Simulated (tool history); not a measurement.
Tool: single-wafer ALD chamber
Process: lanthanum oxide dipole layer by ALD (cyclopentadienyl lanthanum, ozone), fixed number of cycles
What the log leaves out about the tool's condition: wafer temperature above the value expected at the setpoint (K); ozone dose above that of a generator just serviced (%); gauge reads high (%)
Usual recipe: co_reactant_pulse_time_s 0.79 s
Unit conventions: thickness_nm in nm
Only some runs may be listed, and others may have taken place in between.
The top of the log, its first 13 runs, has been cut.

run   hour  co_reactant_pulse_time_s  wafers since the last listed run  hours since the last thermocouple change  hours since the last ozone generator service  hours since the showerhead was replaced  hours since the gauge calibration  read-back reference wafer on the same gauge, thickness_nm  thickness_nm
 14  366.9                      0.59                               349                                      55.9                                        1470.7                                   8850.4                              599.9                                                      0.399         0.368
 15  390.2                      0.59                               298                                      79.2                                          1494                                   8873.7                              623.2                                                      0.399         0.369
 16  413.7                      0.79                               300                                     102.7                                        1517.5                                   8897.2                              646.7                                                      0.399          0.43
     422.6  -- showerhead replaced
 17    431                      0.59                               119                                       120                                        1534.8                                      8.4                                664                                                        0.4         0.365
 18  448.2                      0.79                               220                                     137.2                                          1552                                     25.6                              681.2                                                      0.398         0.422
 19  464.3                      0.79                               206                                     153.3                                        1568.1                                     41.7                              697.3                                                      0.399         0.422
     485.3  -- gauge calibrated
 20  489.7                      1.05                               325                                     178.7                                        1593.5                                     67.1                                4.4                                                      0.399         0.484
 21  521.7                      0.64                               409                                     210.7                                        1625.5                                     99.1                               36.4                                                      0.399         0.377
 22  536.7                      0.53                               192                                     225.7                                        1640.5                                    114.1                               51.4                                                        0.4         0.336
 23  551.6                      1.08                               190                                     240.6                                        1655.4                                      129                               66.3                                                      0.399          0.48
     573.9  -- ozone generator serviced
 24  574.4                      0.51                               189                                     263.4                                           0.5                                    151.8                               89.1                                                      0.399         0.373
 25  601.1                      0.79                               341                                     290.1                                          27.2                                    178.5                              115.8                                                      0.398         0.459
 26  614.2                      0.52                               167                                     303.2                                          40.3                                    191.6                              128.9                                                      0.399         0.379
 27  628.4                      0.79                               181                                     317.4                                          54.5                                    205.8                              143.1                                                      0.398          0.46
 28  662.1                      0.79                               431                                     351.1                                          88.2                                    239.5                              176.8                                                      0.399         0.461
 29    694                      0.91                               408                                       383                                         120.1                                    271.4                              208.7                                                      0.399         0.488
 30  729.3                      1.07                               452                                     418.3                                         155.4                                    306.7                                244                                                      0.399         0.516
 31  761.1                      0.67                               407                                     450.1                                         187.2                                    338.5                              275.8                                                      0.399         0.431
 32  784.6                      0.55                               300                                     473.6                                         210.7                                      362                              299.3                                                      0.399         0.388

Each row is a separate what-if for the run after 32, all from the same tool condition, not one after another. Results?
  A   785                      0.79                                 5                                       474                                         211.1                                    362.4                              299.7                                                          ?             ?
  B   785                      1.09                                 5                                       474                                         211.1                                    362.4                              299.7                                                          ?             ?
  C   785                       0.6                                 5                                       474                                         211.1                                    362.4                              299.7                                                          ?             ?
  D   785                       1.1                                 5                                       474                                         211.1                                    362.4                              299.7                                                          ?             ?
  E   785                      0.93                                 5                                       474                                         211.1                                    362.4                              299.7                                                          ?             ?

run  read-back reference wafer on the same gauge, thickness_nm  thickness_nm
  A                                                      0.399         0.466
  B                                                      0.399         0.522
  C                                                      0.399          0.41
  D                                                      0.399         0.523
  E                                                      0.399         0.496
With no hidden state in the tool, these same runs would have given:
run  thickness_nm
  A         0.471
  B         0.526
  C         0.416
  D         0.527
  E         0.501
